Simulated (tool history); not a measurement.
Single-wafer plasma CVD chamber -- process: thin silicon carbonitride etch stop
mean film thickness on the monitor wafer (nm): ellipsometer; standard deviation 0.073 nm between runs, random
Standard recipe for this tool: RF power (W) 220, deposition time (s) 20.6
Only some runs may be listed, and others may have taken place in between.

| run | hour | RF power (W) | deposition time (s) | wafers since the last listed run | hours since the last thermocouple change | hours since the last RF generator calibration | hours since the showerhead was replaced | hours since the gauge calibration | read-back reference wafer on the same gauge, thickness_nm | mean film thickness on the monitor wafer (nm) |
|---|---|---|---|---|---|---|---|---|---|---|
| 1 | 0 | 190 | 21.5 | 0 | 966.2 | 732.8 | 7067.2 | 211.5 | 13.099 | 12.834 |
| 2 | 82.5 | 190 | 21.5 | 1578 | 1048.7 | 815.3 | 7149.7 | 294 | 13.112 | 12.784 |
| 3 | 130.4 | 230 | 20.6 | 916 | 1096.6 | 863.2 | 7197.6 | 341.9 | 13.102 | 13.07 |
| 4 | 174.7 | 230 | 20.6 | 847 | 1140.9 | 907.5 | 7241.9 | 386.2 | 13.125 | 13.011 |
| 5 | 269.6 | 230 | 20.6 | 1816 | 1235.8 | 1002.4 | 7336.8 | 481.1 | 13.076 | 13.058 |
| 6 | 323.5 | 220 | 22.7 | 1031 | 1289.7 | 1056.3 | 7390.7 | 535 | 13.112 | 14.175 |
| 7 | 402.1 | 220 | 22.7 | 1504 | 1368.3 | 1134.9 | 7469.3 | 613.6 | 13.093 | 14.16 |
| 8 | 484.8 | 180 | 20.6 | 1582 | 1451 | 1217.6 | 7552 | 696.3 | 13.104 | 11.975 |
| 9 | 544.4 | 180 | 17 | 1140 | 1510.6 | 1277.2 | 7611.6 | 755.9 | 13.116 | 9.918 |
| 10 | 598.2 | 235 | 22.8 | 1029 | 1564.4 | 1331 | 7665.4 | 809.7 | 13.083 | 14.588 |
|  | 628.7 | RF generator calibrated |
|  | 654.7 | gauge calibrated |
| 11 | 657.9 | 255 | 22.7 | 989 | 1624.1 | 29.2 | 7725.1 | 3.2 | 13.08 | 14.918 |
|  | 689.9 | showerhead replaced |
| 12 | 718.1 | 220 | 20.6 | 998 | 1684.3 | 89.4 | 28.2 | 63.4 | 13.086 | 12.852 |
|  | 732.6 | thermocouple changed; heater temperature recalibrated |
| 13 | 821.4 | 200 | 19.5 | 1823 | 88.8 | 192.7 | 131.5 | 166.7 | 13.122 | 11.822 |
| 14 | 927.7 | 180 | 17.1 | 2034 | 195.1 | 299 | 237.8 | 273 | 13.081 | 10.012 |
| 15 | 973.5 | 220 | 20.6 | 876 | 240.9 | 344.8 | 283.6 | 318.8 | 13.099 | 12.888 |

5 options for the next run, each taken on its own from the tool as it stands now. Forecast them:
| A | 973.9 | 250 | 20.6 | 7 | 241.3 | 345.2 | 284 | 319.2 | ? | ? |
| B | 973.9 | 245 | 23.1 | 7 | 241.3 | 345.2 | 284 | 319.2 | ? | ? |
| C | 973.9 | 240 | 22.2 | 7 | 241.3 | 345.2 | 284 | 319.2 | ? | ? |
| D | 973.9 | 180 | 22.8 | 7 | 241.3 | 345.2 | 284 | 319.2 | ? | ? |
| E | 973.9 | 205 | 23.5 | 7 | 241.3 | 345.2 | 284 | 319.2 | ? | ? |

| run | read-back reference wafer on the same gauge, thickness_nm | mean film thickness on the monitor wafer (nm) |
|---|---|---|
| A | 13.099 | 13.423 |
| B | 13.099 | 14.951 |
| C | 13.099 | 14.27 |
| D | 13.099 | 13.285 |
| E | 13.099 | 14.321 |
With the hidden condition removed and each run's random variation left untouched, the same runs would have given:
| run | mean film thickness on the monitor wafer (nm) |
|---|---|
| A | 13.423 |
| B | 14.951 |
| C | 14.27 |
| D | 13.285 |
| E | 14.321 |
